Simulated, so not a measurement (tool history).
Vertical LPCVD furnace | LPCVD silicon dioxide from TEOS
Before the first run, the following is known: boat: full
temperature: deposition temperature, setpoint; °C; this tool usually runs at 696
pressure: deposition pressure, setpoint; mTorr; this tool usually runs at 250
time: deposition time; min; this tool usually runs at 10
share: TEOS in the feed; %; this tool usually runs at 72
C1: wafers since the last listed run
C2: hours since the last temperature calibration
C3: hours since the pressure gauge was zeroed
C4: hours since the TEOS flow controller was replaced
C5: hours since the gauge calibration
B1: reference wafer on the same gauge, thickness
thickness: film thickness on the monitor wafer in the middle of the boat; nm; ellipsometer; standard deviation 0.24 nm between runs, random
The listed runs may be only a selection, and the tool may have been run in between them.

run 1 hour=0 | temperature=704 pressure=250 time=10 share=72 | C1=0 C2=4289.4 C3=2798.3 C4=5866.5 C5=875.4 | B1=60.99 | thickness=77.25
run 2 hour=18.5 | temperature=704 pressure=250 time=10 share=72 | C1=292 C2=4307.9 C3=2816.8 C4=5885 C5=893.9 | B1=61.07 | thickness=77.44
run 3 hour=50.7 | temperature=696 pressure=250 time=10 share=72 | C1=508 C2=4340.1 C3=2849 C4=5917.2 C5=926.1 | B1=60.94 | thickness=64.28
run 4 hour=76.6 | temperature=696 pressure=250 time=10 share=72 | C1=408 C2=4366 C3=2874.9 C4=5943.1 C5=952 | B1=61.08 | thickness=64.41
run 5 hour=112.5 | temperature=696 pressure=250 time=10 share=72 | C1=566 C2=4401.9 C3=2910.8 C4=5979 C5=987.9 | B1=60.88 | thickness=64.14
run 6 hour=132.2 | temperature=696 pressure=250 time=10 share=75 | C1=310 C2=4421.6 C3=2930.5 C4=5998.7 C5=1007.6 | B1=61.03 | thickness=66.27
run 7 hour=149.9 | temperature=696 pressure=250 time=10 share=72 | C1=279 C2=4439.3 C3=2948.2 C4=6016.4 C5=1025.3 | B1=61.09 | thickness=64.29
run 8 hour=170.9 | temperature=696 pressure=250 time=10 share=72 | C1=331 C2=4460.3 C3=2969.2 C4=6037.4 C5=1046.3 | B1=60.94 | thickness=63.98
run 9 hour=187.2 | temperature=696 pressure=250 time=10 share=72 | C1=257 C2=4476.6 C3=2985.5 C4=6053.7 C5=1062.6 | B1=60.97 | thickness=64.08
-- hour=236.2 TEOS flow controller replaced
run 10 hour=236.7 | temperature=696 pressure=310 time=9 share=86 | C1=402 C2=4526.1 C3=3035 C4=0.5 C5=1112.1 | B1=60.92 | thickness=70.72
run 11 hour=250.6 | temperature=685 pressure=190 time=6.5 share=72 | C1=219 C2=4540 C3=3048.9 C4=14.4 C5=1126 | B1=60.85 | thickness=28.17
run 12 hour=276.1 | temperature=696 pressure=250 time=11.5 share=72 | C1=402 C2=4565.5 C3=3074.4 C4=39.9 C5=1151.5 | B1=60.92 | thickness=74.07
run 13 hour=301.8 | temperature=696 pressure=225 time=12.5 share=72 | C1=405 C2=4591.2 C3=3100.1 C4=65.6 C5=1177.2 | B1=60.99 | thickness=75.88
run 14 hour=332.9 | temperature=705 pressure=195 time=10 share=64 | C1=490 C2=4622.3 C3=3131.2 C4=96.7 C5=1208.3 | B1=61.08 | thickness=65.76
-- hour=335.6 gauge calibrated
run 15 hour=358.8 | temperature=707 pressure=250 time=10 share=67 | C1=408 C2=4648.2 C3=3157.1 C4=122.6 C5=23.2 | B1=61.07 | thickness=79.59
-- hour=392.3 thermocouples replaced and temperature profile calibrated
-- hour=402.9 pressure gauge zeroed
run 16 hour=403.4 | temperature=705 pressure=200 time=13.5 share=77 | C1=158 C2=11.1 C3=0.5 C4=167.2 C5=67.8 | B1=61.06 | thickness=103.48
run 17 hour=412.1 | temperature=696 pressure=250 time=10 share=72 | C1=137 C2=19.8 C3=9.2 C4=175.9 C5=76.5 | B1=60.89 | thickness=67.4
run 18 hour=437.1 | temperature=700 pressure=250 time=7.5 share=85 | C1=394 C2=44.8 C3=34.2 C4=200.9 C5=101.5 | B1=61.02 | thickness=60.31
run 19 hour=472.5 | temperature=696 pressure=250 time=10 share=72 | C1=558 C2=80.2 C3=69.6 C4=236.3 C5=136.9 | B1=61.07 | thickness=67.85
run 20 hour=497.9 | temperature=690 pressure=250 time=10 share=72 | C1=400 C2=105.6 C3=95 C4=261.7 C5=162.3 | B1=61.09 | thickness=58.78
run 21 hour=528.7 | temperature=704 pressure=295 time=10 share=72 | C1=486 C2=136.4 C3=125.8 C4=292.5 C5=193.1 | B1=61.09 | thickness=88.15
run 22 hour=544 | temperature=696 pressure=250 time=10 share=72 | C1=241 C2=151.7 C3=141.1 C4=307.8 C5=208.4 | B1=60.94 | thickness=67.79
-- hour=581.1 thermocouples replaced and temperature profile calibrated, repeated, since the last time left the tool worse
run 23 hour=581.6 | temperature=684 pressure=190 time=10 share=78 | C1=214 C2=0.5 C3=178.7 C4=345.4 C5=246 | B1=61.05 | thickness=41.07
run 24 hour=586.7 | temperature=696 pressure=275 time=11.5 share=82 | C1=80 C2=5.6 C3=183.8 C4=350.5 C5=251.1 | B1=60.95 | thickness=77.57
run 25 hour=602.2 | temperature=696 pressure=250 time=6.5 share=65 | C1=244 C2=21.1 C3=199.3 C4=366 C5=266.6 | B1=60.95 | thickness=37.33

What will run 26 give?
run 26 hour=637.4 | temperature=690 pressure=250 time=10 share=72 | C1=555 C2=56.3 C3=234.5 C4=401.2 C5=301.8 | B1=? | thickness=?

For run 26 the tool returned B1 60.96, thickness 52.54 nm.
Without the tool's hidden state the same run would have given thickness 52.13 nm.

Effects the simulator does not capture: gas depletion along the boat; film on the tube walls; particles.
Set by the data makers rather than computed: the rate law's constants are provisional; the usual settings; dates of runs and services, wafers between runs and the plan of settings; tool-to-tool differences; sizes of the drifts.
